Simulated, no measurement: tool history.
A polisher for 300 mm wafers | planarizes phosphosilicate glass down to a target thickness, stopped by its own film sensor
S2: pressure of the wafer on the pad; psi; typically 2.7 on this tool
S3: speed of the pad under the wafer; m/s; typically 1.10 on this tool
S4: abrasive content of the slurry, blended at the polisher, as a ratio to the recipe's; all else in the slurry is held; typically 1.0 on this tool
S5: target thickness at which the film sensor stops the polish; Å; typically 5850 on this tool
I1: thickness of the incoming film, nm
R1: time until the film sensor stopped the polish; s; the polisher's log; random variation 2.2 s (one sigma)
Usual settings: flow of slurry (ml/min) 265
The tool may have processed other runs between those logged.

Run 1, hour 0.0: usual settings; I1 1418.4. Result: R1 123.4 s.
Run 2, hour 20.7: usual settings; I1 1389.7. Result: R1 116.5 s.
At hour 57.1: slurry blender recalibrated.
Run 3, hour 57.6: usual settings; I1 1401.8. Result: R1 124.4 s.
Run 4, hour 76.2: usual settings but S4 0.8; I1 1382.9. Result: R1 141.4 s.
At hour 81.9: worn pad replaced by a new one.
Run 5, hour 105.1: usual settings but S4 0.8; I1 1389.4. Result: R1 144.1 s.
At hour 131.2: conditioning disc replaced and pad reconditioned.
Run 6, hour 134.1: usual settings; I1 1393.4. Result: R1 122.3 s.
Run 7, hour 155.7: usual settings; I1 1379.6. Result: R1 119.2 s.
At hour 168.8: slurry blender recalibrated.
Run 8, hour 185.9: usual settings but flow of slurry (ml/min) 290; I1 1392.1. Result: R1 122.3 s.
At hour 195.0: slurry nozzle cleaned.
Run 9, hour 214.7: usual settings but S4 0.7; I1 1412.7. Result: R1 176.0 s.
Run 10, hour 227.6: usual settings but flow of slurry (ml/min) 240, S3 1.42 m/s, S4 1.2; I1 1386.6. Result: R1 89.6 s.
At hour 254.1: worn pad replaced by a new one.
Run 11, hour 254.6: usual settings but S4 1.2, S5 7780 Å; I1 1401.4. Result: R1 82.1 s.
Run 12, hour 268.0: usual settings but flow of slurry (ml/min) 290; I1 1410.3. Result: R1 126.0 s.
At hour 273.3: head pressure recalibrated.
Run 13, hour 297.6: usual settings; I1 1381.2. Result: R1 121.1 s.

The next listed run, before its measurement:
At hour 303.2: slurry blender recalibrated.
At hour 330.0: conditioning disc replaced and pad reconditioned.
Run 14, hour 330.5: usual settings but S3 1.36 m/s; I1 1387.6. Result: R1 ?.

For run 14 the tool returned R1 101.5 s.
On a tool with no hidden condition, and with the same random variation, this run would have come out at R1 101.5 s.

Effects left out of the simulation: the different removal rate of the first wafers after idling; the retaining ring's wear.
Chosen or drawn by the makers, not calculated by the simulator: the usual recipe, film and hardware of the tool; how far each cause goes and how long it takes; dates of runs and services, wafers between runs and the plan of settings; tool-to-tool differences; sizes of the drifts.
